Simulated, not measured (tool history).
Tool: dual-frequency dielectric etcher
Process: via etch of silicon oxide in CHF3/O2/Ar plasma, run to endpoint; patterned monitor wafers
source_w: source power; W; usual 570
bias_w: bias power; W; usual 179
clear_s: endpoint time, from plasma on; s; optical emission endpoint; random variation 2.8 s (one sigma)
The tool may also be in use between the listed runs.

| run | hour | source_w | bias_w | incoming incoming film thickness, nm | clear_s |
|---|---|---|---|---|---|
| 1 | 0.0 | 620 | 179 | 794.9 | 421.4 |
| 2 | 13.3 | 570 | 203 | 798.9 | 421.6 |
| 3 | 39.0 | 570 | 203 | 794.1 | 421.0 |
| 4 | 68.3 | 460 | 179 | 787.5 | 461.9 |
| 5 | 86.9 | 570 | 179 | 791.1 | 433.8 |
| 6 | 106.7 | 570 | 179 | 781.9 | 430.1 |
| 7 | 141.2 | 570 | 179 | 781.5 | 432.7 |
| 8 | 167.8 | 570 | 179 | 785.5 | 434.5 |
| 9 | 180.0 | 660 | 152 | 786.0 | 436.4 |
|  | 213.3 | wet clean of the chamber |
| 10 | 213.8 | 530 | 179 | 791.0 | 427.6 |
|  | 220.8 | bias power generator calibrated |
| 11 | 221.3 | 570 | 179 | 796.4 | 421.3 |
|  | 247.6 | source power generator calibrated |
| 12 | 248.1 | 610 | 167 | 788.2 | 419.9 |
|  | 274.3 | upper electrode replaced |
| 13 | 279.0 | 570 | 179 | 784.1 | 417.8 |
| 14 | 300.7 | 700 | 138 | 787.9 | 420.2 |
| 15 | 335.4 | 680 | 216 | 787.7 | 377.6 |
| 16 | 402.1 | 520 | 179 | 791.8 | 440.8 |

Hidden state or all else? Some run-to-run changes of clear_s, split into what the settings, what came in and random variation would give without the hidden state, and what is left for the hidden state (with any gauge scatter that isn't in both results):
The hidden state here: etch rate over this chamber's usual, %; source power that arrives over what is set, %; bias power that arrives over what is set, %.
Run 9 -> 10: source_w 660 -> 530, bias_w 152 -> 179, wet clean of the chamber. clear_s -8.8 s: hidden state -21.9, all else +13.1.
Run 15 -> 16: source_w 680 -> 520, bias_w 216 -> 179. clear_s +63.2 s: hidden state +4.9, all else +58.3.

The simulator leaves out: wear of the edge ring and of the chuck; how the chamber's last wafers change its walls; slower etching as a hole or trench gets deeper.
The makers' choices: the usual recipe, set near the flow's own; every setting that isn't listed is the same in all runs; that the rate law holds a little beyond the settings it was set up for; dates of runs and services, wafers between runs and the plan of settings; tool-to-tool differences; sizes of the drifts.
